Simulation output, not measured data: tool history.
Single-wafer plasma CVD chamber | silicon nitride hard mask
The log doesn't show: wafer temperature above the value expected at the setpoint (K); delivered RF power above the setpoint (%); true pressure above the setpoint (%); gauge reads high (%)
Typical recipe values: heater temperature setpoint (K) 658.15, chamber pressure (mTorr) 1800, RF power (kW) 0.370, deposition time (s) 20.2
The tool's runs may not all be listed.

run,day,heater temperature setpoint (K),chamber pressure (mTorr),RF power (kW),deposition time (s),wafers since the last listed run,hours since the last thermocouple change,hours since the last RF generator calibration,hours since the last manometer calibration,hours since the showerhead was replaced,hours since the gauge calibration,"read-back reference wafer on the same gauge, thickness_nm",mean film thickness on the monitor wafer (angstrom)
1,0.000,658.15,1800,0.370,23.1,0,2780.2,835.4,2764.1,5487.9,19.4,33.000,324.23
2,0.612,658.15,1800,0.370,23.1,306,2794.9,850.1,2778.8,5502.6,34.1,32.995,324.44
3,1.354,658.15,2090,0.370,19.3,370,2812.7,867.9,2796.6,5520.4,51.9,32.994,282.77
4,2.012,658.15,2090,0.370,19.3,329,2828.5,883.7,2812.4,5536.2,67.7,32.984,281.82
5,2.342,658.15,1470,0.370,20.2,164,2836.4,891.6,2820.3,5544.1,75.6,32.989,265.88
# day 2.708: capacitance manometer re-zeroed and calibrated
6,2.729,658.15,1470,0.370,20.2,27,2845.7,900.9,0.5,5553.4,84.9,33.010,265.80
7,2.992,658.15,1800,0.370,20.2,131,2852.0,907.2,6.8,5559.7,91.2,32.994,283.53
# day 3.462: RF generator calibrated
8,3.483,658.15,1800,0.370,20.2,79,2863.8,0.5,18.6,5571.5,103.0,33.011,298.13
# day 3.879: gauge calibrated
9,4.142,663.15,1800,0.330,20.2,329,2879.6,16.3,34.4,5587.3,6.3,33.002,279.17
10,4.829,672.15,1800,0.345,16.3,343,2896.1,32.8,50.9,5603.8,22.8,33.018,229.43
# day 5.358: thermocouple changed; heater temperature recalibrated
11,5.379,658.15,2160,0.420,23.9,108,0.5,46.0,64.1,5617.0,36.0,33.008,399.15
12,5.962,658.15,1800,0.370,20.2,291,14.5,60.0,78.1,5631.0,50.0,33.006,297.91
# day 6.412: showerhead replaced
13,6.592,651.15,1800,0.425,20.2,147,29.6,75.1,93.2,4.3,65.1,32.996,322.69
14,6.938,658.15,1800,0.400,23.4,172,37.9,83.4,101.5,12.6,73.4,32.990,359.62
15,7.521,658.15,1800,0.370,20.2,291,51.9,97.4,115.5,26.6,87.4,33.010,296.88
16,8.067,651.15,1680,0.370,17.0,272,65.0,110.5,128.6,39.7,100.5,32.990,246.11
17,8.571,665.15,1440,0.430,22.4,251,77.1,122.6,140.7,51.8,112.6,33.018,332.92

Consider 3 possible next runs. They are alternatives, not a sequence: every one starts from the tool as it was left by run 17. What does each give?
A,8.588,645.15,1800,0.370,20.2,8,77.5,123.0,141.1,52.2,113.0,?,?
B,8.588,669.15,2230,0.370,20.2,8,77.5,123.0,141.1,52.2,113.0,?,?
C,8.588,670.15,1800,0.370,20.2,8,77.5,123.0,141.1,52.2,113.0,?,?

run,"read-back reference wafer on the same gauge, thickness_nm",mean film thickness on the monitor wafer (angstrom)
A,32.986,297.74
B,32.986,312.81
C,32.986,294.33
Stripped of hidden state, with their random variation kept, the same runs would have yielded:
run,mean film thickness on the monitor wafer (angstrom)
A,299.87
B,315.04
C,296.43

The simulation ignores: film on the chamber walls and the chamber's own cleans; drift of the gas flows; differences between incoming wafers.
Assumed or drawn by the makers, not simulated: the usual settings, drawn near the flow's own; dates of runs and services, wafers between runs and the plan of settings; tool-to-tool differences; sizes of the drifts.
